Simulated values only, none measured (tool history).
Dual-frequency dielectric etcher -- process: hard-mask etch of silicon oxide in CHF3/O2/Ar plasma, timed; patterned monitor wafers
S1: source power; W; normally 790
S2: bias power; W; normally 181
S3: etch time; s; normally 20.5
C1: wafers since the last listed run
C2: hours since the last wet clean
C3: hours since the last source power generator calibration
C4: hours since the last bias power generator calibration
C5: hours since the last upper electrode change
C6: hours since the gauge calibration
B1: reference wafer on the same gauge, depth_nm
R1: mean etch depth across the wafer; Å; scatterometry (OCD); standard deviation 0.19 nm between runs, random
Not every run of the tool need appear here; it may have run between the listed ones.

| run | day | S1 | S2 | S3 | C1 | C2 | C3 | C4 | C5 | C6 | B1 | R1 |
|---|---|---|---|---|---|---|---|---|---|---|---|---|
| 1 | 0.000 | 880 | 165 | 20.5 | 0 | 69.3 | 376.0 | 1352.7 | 1567.5 | 1604.5 | 46.31 | 421.8 |
| 2 | 1.629 | 880 | 165 | 20.5 | 680 | 108.4 | 415.1 | 1391.8 | 1606.6 | 1643.6 | 46.31 | 418.6 |
| 3 | 7.821 | 880 | 165 | 20.5 | 2586 | 257.0 | 563.7 | 1540.4 | 1755.2 | 1792.2 | 46.37 | 422.3 |
| 4 | 11.150 | 790 | 181 | 20.5 | 1390 | 336.9 | 643.6 | 1620.3 | 1835.1 | 1872.1 | 46.34 | 405.9 |
| 5 | 14.462 | 790 | 181 | 20.5 | 1383 | 416.4 | 723.1 | 1699.8 | 1914.6 | 1951.6 | 46.35 | 405.4 |
| 6 | 17.654 | 790 | 181 | 20.5 | 1333 | 493.0 | 799.7 | 1776.4 | 1991.2 | 2028.2 | 46.38 | 407.9 |
|  | 20.200 | wet clean of the chamber |
| 7 | 20.221 | 790 | 181 | 20.5 | 654 | 0.5 | 861.3 | 1838.0 | 2052.8 | 2089.8 | 46.35 | 406.0 |
| 8 | 23.588 | 790 | 181 | 20.5 | 1406 | 81.3 | 942.1 | 1918.8 | 2133.6 | 2170.6 | 46.28 | 405.5 |
| 9 | 25.354 | 680 | 181 | 18.5 | 738 | 123.7 | 984.5 | 1961.2 | 2176.0 | 2213.0 | 46.27 | 335.3 |
|  | 26.721 | gauge calibrated |
| 10 | 29.325 | 790 | 181 | 20.5 | 1659 | 219.0 | 1079.8 | 2056.5 | 2271.3 | 62.5 | 46.44 | 405.3 |
| 11 | 31.033 | 790 | 181 | 20.5 | 713 | 260.0 | 1120.8 | 2097.5 | 2312.3 | 103.5 | 46.44 | 407.5 |
| 12 | 33.521 | 790 | 181 | 20.5 | 1039 | 319.7 | 1180.5 | 2157.2 | 2372.0 | 163.2 | 46.40 | 407.6 |
| 13 | 35.371 | 790 | 181 | 20.5 | 772 | 364.1 | 1224.9 | 2201.6 | 2416.4 | 207.6 | 46.38 | 409.2 |
|  | 37.783 | bias power generator calibrated |
| 14 | 37.804 | 790 | 181 | 20.5 | 947 | 422.5 | 1283.3 | 0.5 | 2474.8 | 266.0 | 46.42 | 410.3 |
| 15 | 41.688 | 630 | 181 | 20.5 | 1622 | 515.7 | 1376.5 | 93.7 | 2568.0 | 359.2 | 46.34 | 352.1 |
|  | 43.992 | wet clean of the chamber |
| 16 | 44.404 | 640 | 213 | 22.5 | 717 | 9.9 | 1441.7 | 158.9 | 2633.2 | 424.4 | 46.42 | 409.4 |
| 17 | 46.429 | 790 | 181 | 20.5 | 846 | 58.5 | 1490.3 | 207.5 | 2681.8 | 473.0 | 46.37 | 410.6 |
| 18 | 49.871 | 720 | 137 | 26.5 | 1437 | 141.1 | 1572.9 | 290.1 | 2764.4 | 555.6 | 46.49 | 472.1 |
| 19 | 53.058 | 790 | 136 | 20.5 | 1331 | 217.6 | 1649.4 | 366.6 | 2840.9 | 632.1 | 46.45 | 384.4 |
| 20 | 54.904 | 790 | 203 | 20.5 | 771 | 261.9 | 1693.7 | 410.9 | 2885.2 | 676.4 | 46.42 | 423.1 |
| 21 | 57.992 | 650 | 220 | 19.0 | 1289 | 336.0 | 1767.8 | 485.0 | 2959.3 | 750.5 | 46.43 | 352.0 |
|  | 61.988 | upper electrode replaced |
| 22 | 62.008 | 790 | 181 | 25.0 | 1260 | 432.4 | 1864.2 | 581.4 | 0.5 | 846.9 | 46.39 | 502.8 |
|  | 62.267 | source power generator calibrated |
|  | 65.204 | wet clean of the chamber |
| 23 | 65.225 | 790 | 218 | 20.5 | 856 | 0.5 | 71.0 | 658.6 | 77.7 | 924.1 | 46.33 | 421.6 |
| 24 | 67.717 | 790 | 181 | 20.5 | 1041 | 60.3 | 130.8 | 718.4 | 137.5 | 983.9 | 46.44 | 405.7 |
| 25 | 70.004 | 930 | 161 | 23.0 | 955 | 115.2 | 185.7 | 773.3 | 192.4 | 1038.8 | 46.47 | 483.0 |
| 26 | 74.104 | 790 | 181 | 20.5 | 1713 | 213.6 | 284.1 | 871.7 | 290.8 | 1137.2 | 46.36 | 403.1 |
| 27 | 76.308 | 790 | 200 | 24.0 | 920 | 266.5 | 337.0 | 924.6 | 343.7 | 1190.1 | 46.49 | 489.8 |
| 28 | 80.117 | 730 | 181 | 25.5 | 1591 | 357.9 | 428.4 | 1016.0 | 435.1 | 1281.5 | 46.41 | 479.4 |
| 29 | 82.467 | 990 | 181 | 15.5 | 981 | 414.3 | 484.8 | 1072.4 | 491.5 | 1337.9 | 46.27 | 348.5 |

Forecast each of these 3 alternatives for the next run:
| A | 82.483 | 790 | 211 | 20.5 | 6 | 414.7 | 485.2 | 1072.8 | 491.9 | 1338.3 | ? | ? |
| B | 82.483 | 680 | 152 | 20.5 | 6 | 414.7 | 485.2 | 1072.8 | 491.9 | 1338.3 | ? | ? |
| C | 82.483 | 600 | 142 | 20.5 | 6 | 414.7 | 485.2 | 1072.8 | 491.9 | 1338.3 | ? | ? |

| run | B1 | R1 |
|---|---|---|
| A | 46.34 | 422.1 |
| B | 46.34 | 354.2 |
| C | 46.34 | 319.2 |
What these runs would have given with no unlogged condition in the tool:
| run | R1 |
|---|---|
| A | 412.6 |
| B | 346.2 |
| C | 312.0 |
